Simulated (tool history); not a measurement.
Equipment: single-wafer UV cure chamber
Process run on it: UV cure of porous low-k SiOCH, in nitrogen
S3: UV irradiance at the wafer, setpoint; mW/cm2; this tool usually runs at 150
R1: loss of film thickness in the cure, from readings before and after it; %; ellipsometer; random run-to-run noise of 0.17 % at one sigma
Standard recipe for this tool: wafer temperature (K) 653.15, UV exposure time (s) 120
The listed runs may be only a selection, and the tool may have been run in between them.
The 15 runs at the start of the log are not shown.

{"run": 16, "hour": 732.3, "wafer temperature (K)": 653.15, "UV exposure time (s)": 120, "S3": 150, "R1": 9.73}
{"hour": 791.8, "done": "quartz window cleaned"}
{"run": 17, "hour": 797.1, "wafer temperature (K)": 664.15, "UV exposure time (s)": 100, "S3": 150, "R1": 8.99}
{"run": 18, "hour": 840.8, "wafer temperature (K)": 664.15, "UV exposure time (s)": 100, "S3": 150, "R1": 8.741}
{"run": 19, "hour": 1022.9, "wafer temperature (K)": 653.15, "UV exposure time (s)": 95, "S3": 150, "R1": 8.84}
{"run": 20, "hour": 1092.0, "wafer temperature (K)": 653.15, "UV exposure time (s)": 95, "S3": 150, "R1": 8.551}
{"run": 21, "hour": 1135.5, "wafer temperature (K)": 653.15, "UV exposure time (s)": 120, "S3": 123, "R1": 8.8}
{"run": 22, "hour": 1207.2, "wafer temperature (K)": 668.15, "UV exposure time (s)": 120, "S3": 166, "R1": 10.056}
{"hour": 1225.8, "done": "quartz window cleaned"}
{"run": 23, "hour": 1263.0, "wafer temperature (K)": 645.15, "UV exposure time (s)": 145, "S3": 150, "R1": 9.848}
{"run": 24, "hour": 1316.4, "wafer temperature (K)": 669.15, "UV exposure time (s)": 120, "S3": 123, "R1": 8.731}
{"run": 25, "hour": 1363.1, "wafer temperature (K)": 653.15, "UV exposure time (s)": 180, "S3": 150, "R1": 10.723}
{"run": 26, "hour": 1482.2, "wafer temperature (K)": 653.15, "UV exposure time (s)": 120, "S3": 125, "R1": 8.641}
{"run": 27, "hour": 1514.1, "wafer temperature (K)": 657.15, "UV exposure time (s)": 120, "S3": 150, "R1": 9.123}
{"run": 28, "hour": 1554.5, "wafer temperature (K)": 644.15, "UV exposure time (s)": 120, "S3": 116, "R1": 7.867}
{"run": 29, "hour": 1595.3, "wafer temperature (K)": 653.15, "UV exposure time (s)": 145, "S3": 150, "R1": 9.831}
{"hour": 1606.0, "done": "UV bulbs replaced"}
{"run": 30, "hour": 1629.0, "wafer temperature (K)": 653.15, "UV exposure time (s)": 120, "S3": 150, "R1": 8.424}
{"run": 31, "hour": 1658.3, "wafer temperature (K)": 653.15, "UV exposure time (s)": 120, "S3": 176, "R1": 9.336}
{"hour": 1689.8, "done": "quartz window cleaned"}
{"run": 32, "hour": 1717.3, "wafer temperature (K)": 653.15, "UV exposure time (s)": 120, "S3": 150, "R1": 8.608}
{"run": 33, "hour": 1912.9, "wafer temperature (K)": 653.15, "UV exposure time (s)": 90, "S3": 150, "R1": 7.094}
{"run": 34, "hour": 1948.6, "wafer temperature (K)": 671.15, "UV exposure time (s)": 120, "S3": 136, "R1": 8.264}
{"run": 35, "hour": 1998.6, "wafer temperature (K)": 673.15, "UV exposure time (s)": 145, "S3": 140, "R1": 9.357}
{"run": 36, "hour": 2033.6, "wafer temperature (K)": 653.15, "UV exposure time (s)": 120, "S3": 150, "R1": 8.364}
{"hour": 2059.6, "done": "UV bulbs replaced, repeated, since the last time left the tool worse"}
{"run": 37, "hour": 2060.1, "wafer temperature (K)": 653.15, "UV exposure time (s)": 120, "S3": 136, "R1": 9.693}
{"hour": 2226.9, "done": "quartz window cleaned"}
{"run": 38, "hour": 2263.6, "wafer temperature (K)": 648.15, "UV exposure time (s)": 120, "S3": 150, "R1": 9.982}
{"run": 39, "hour": 2316.8, "wafer temperature (K)": 673.15, "UV exposure time (s)": 145, "S3": 140, "R1": 10.733}
{"run": 40, "hour": 2341.7, "wafer temperature (K)": 653.15, "UV exposure time (s)": 120, "S3": 150, "R1": 9.811}

Forecast each of these 5 alternatives for the next run:
{"run": "A", "hour": 2342.1, "wafer temperature (K)": 653.15, "UV exposure time (s)": 120, "S3": 169, "R1": "?"}
{"run": "B", "hour": 2342.1, "wafer temperature (K)": 662.15, "UV exposure time (s)": 120, "S3": 150, "R1": "?"}
{"run": "C", "hour": 2342.1, "wafer temperature (K)": 643.15, "UV exposure time (s)": 120, "S3": 180, "R1": "?"}
{"run": "D", "hour": 2342.1, "wafer temperature (K)": 664.15, "UV exposure time (s)": 120, "S3": 150, "R1": "?"}
{"run": "E", "hour": 2342.1, "wafer temperature (K)": 662.15, "UV exposure time (s)": 55, "S3": 117, "R1": "?"}

run=A R1=10.151
run=B R1=9.802
run=C R1=10.242
run=D R1=9.836
run=E R1=5.793
Had the tool no hidden state, the same runs would have come out as:
run=A R1=10.227
run=B R1=9.878
run=C R1=10.318
run=D R1=9.911
run=E R1=5.858
